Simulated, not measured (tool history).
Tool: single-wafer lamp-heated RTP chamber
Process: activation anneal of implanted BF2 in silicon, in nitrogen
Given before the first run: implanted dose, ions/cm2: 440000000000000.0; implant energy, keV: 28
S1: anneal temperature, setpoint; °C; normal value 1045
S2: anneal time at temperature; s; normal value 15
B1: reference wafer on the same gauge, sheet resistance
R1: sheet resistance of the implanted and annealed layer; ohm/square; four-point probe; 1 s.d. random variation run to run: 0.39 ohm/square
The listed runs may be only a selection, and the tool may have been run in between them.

run	day	S1	S2	B1	R1
1	0.000	1045	15	241.72	258.46
2	2.800	1045	15	241.84	258.75
3	5.650	1045	15	241.89	259.00
4	8.971	1045	15	241.88	259.31
5	13.129	1045	15	242.15	259.62
6	17.488	1024	15	242.20	261.18
7	20.654	1024	15	242.52	260.57
8	32.642	1045	15	242.92	259.89
9	35.646	1024	15	243.05	261.72
10	39.138	1023	12	240.83	259.77
11	41.946	1022	15	240.88	259.31
12	44.562	1033	24	240.79	256.51
13	48.312	1057	10	240.87	259.01
14	56.392	1045	15	240.87	257.40
15	59.546	1033	24	240.97	256.75
16	61.362	1045	15	241.01	257.24
17	63.875	1023	15	241.02	259.44

Put back what was entered between runs (5 entries, withheld): which listed runs does each sit between, and how does the hidden state differ from the listed run before to the listed run after?
From run 1 to run 2: pyrometer window cleaned and pyrometer calibrated (day 0.612)
  gauge reads high (%): 0.305 -> 0.334
  the result without the hidden state subtracted from the measured one, R1: +0.79 -> +0.87 ohm/square
From run 7 to run 8: reflector plate cleaned (day 29.483); pyrometer window cleaned and pyrometer calibrated (day 31.879)
  gauge reads high (%): 0.569 -> 0.775
  the result without the hidden state subtracted from the measured one, R1: +1.47 -> +2.00 ohm/square
From run 9 to run 10: gauge calibrated (day 37.900)
  gauge reads high (%): 0.833 -> -0.0849
  the result without the hidden state subtracted from the measured one, R1: +2.16 -> -0.22 ohm/square
From run 13 to run 14: pyrometer window cleaned and pyrometer calibrated (day 56.321)
  gauge reads high (%): -0.0705 -> -0.0389
  the result without the hidden state subtracted from the measured one, R1: -0.18 -> -0.10 ohm/square
